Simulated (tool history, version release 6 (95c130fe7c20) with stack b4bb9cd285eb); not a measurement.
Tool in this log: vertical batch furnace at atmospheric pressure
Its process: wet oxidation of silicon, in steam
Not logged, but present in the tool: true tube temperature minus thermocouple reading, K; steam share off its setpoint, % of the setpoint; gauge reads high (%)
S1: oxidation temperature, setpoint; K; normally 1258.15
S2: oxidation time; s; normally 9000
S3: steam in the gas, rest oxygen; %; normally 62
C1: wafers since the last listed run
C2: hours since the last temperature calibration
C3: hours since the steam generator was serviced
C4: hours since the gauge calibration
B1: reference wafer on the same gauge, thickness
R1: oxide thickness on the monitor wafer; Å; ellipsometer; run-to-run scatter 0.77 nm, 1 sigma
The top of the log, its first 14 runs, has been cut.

run   hour       S1     S2  S3   C1      C2      C3     C4      B1      R1
 15  313.6  1278.15   9000  62  113  3586.1  1294.5    456  432.81  5904.8
 16  339.2  1278.15   9000  62  237  3611.7  1320.1  481.6  433.01  5901.9
 17  360.3  1258.15   9000  71  195  3632.8  1341.2  502.7  433.07  5678.5
 18  376.2  1280.15   7800  73  147  3648.7  1357.1  518.6  433.05  6036.5
 19    399  1265.15   6210  59  211  3671.5  1379.9  541.4  432.82  4104.6
     423.5  -- gauge calibrated
 20  488.6  1258.15   9000  62  831  3761.1  1469.5   65.1  432.74  5186.1
 21  512.7  1283.15   9000  72  223  3785.2  1493.6   89.2  433.06  6680.6
     551.9  -- steam generator serviced
 22  552.4  1258.15   9000  62  145  3824.9     0.5  128.9  432.86  5323.4
 23  559.5  1240.15  13440  58   65    3832     7.6    136  432.75  5864.5
 24  580.8  1267.15  10950  53  197  3853.3    28.9  157.3  432.87  5781.8
     618.2  -- thermocouples replaced and temperature profile calibrated
 25  618.7  1283.15  11850  55  128     0.5    66.8  195.2  433.08  6648.2
 26  625.8  1270.15  10440  67   65     7.6    73.9  202.3  432.97  6431.2
 27    633  1277.15  13020  62   66    14.8    81.1  209.5   432.9  7330.1
 28  654.7  1258.15   9000  65  201    36.5   102.8  231.2  432.97  5274.8
 29    676  1278.15   9000  62  197    57.8   124.1  252.5  432.97  5861.5
 30  689.1  1258.15  11100  57  121    70.9   137.2  265.6   432.9  5570.4
 31  715.2  1238.15   9000  62  242      97   163.3  291.7  432.93    4386
 32  727.6  1243.15   5880  67  115   109.4   175.7  304.1  432.98  3558.1
 33  748.9  1266.15   9000  69  197   130.7     197  325.4  433.05  5794.6
 34  766.1  1276.15  10500  71  159   147.9   214.2  342.6  433.04  6922.6
 35  781.9  1233.15  11460  55  146   163.7     230  358.4  433.09  4615.4

Alternative continuations, all from the tool just after run 35; predict every row:
  A  789.1  1258.15  4800  62  66  170.9  237.2  365.6   ?   ?
  B  789.1  1234.15  9000  57  66  170.9  237.2  365.6   ?   ?
  C  789.1  1269.15  9000  69  66  170.9  237.2  365.6   ?   ?

run      B1      R1
  A  433.03  3297.1
  B  433.03  4009.9
  C  433.03  5915.9
Without the tool's unlogged condition, the same runs would have read:
run      R1
  A  3306.9
  B  4021.7
  C    5933

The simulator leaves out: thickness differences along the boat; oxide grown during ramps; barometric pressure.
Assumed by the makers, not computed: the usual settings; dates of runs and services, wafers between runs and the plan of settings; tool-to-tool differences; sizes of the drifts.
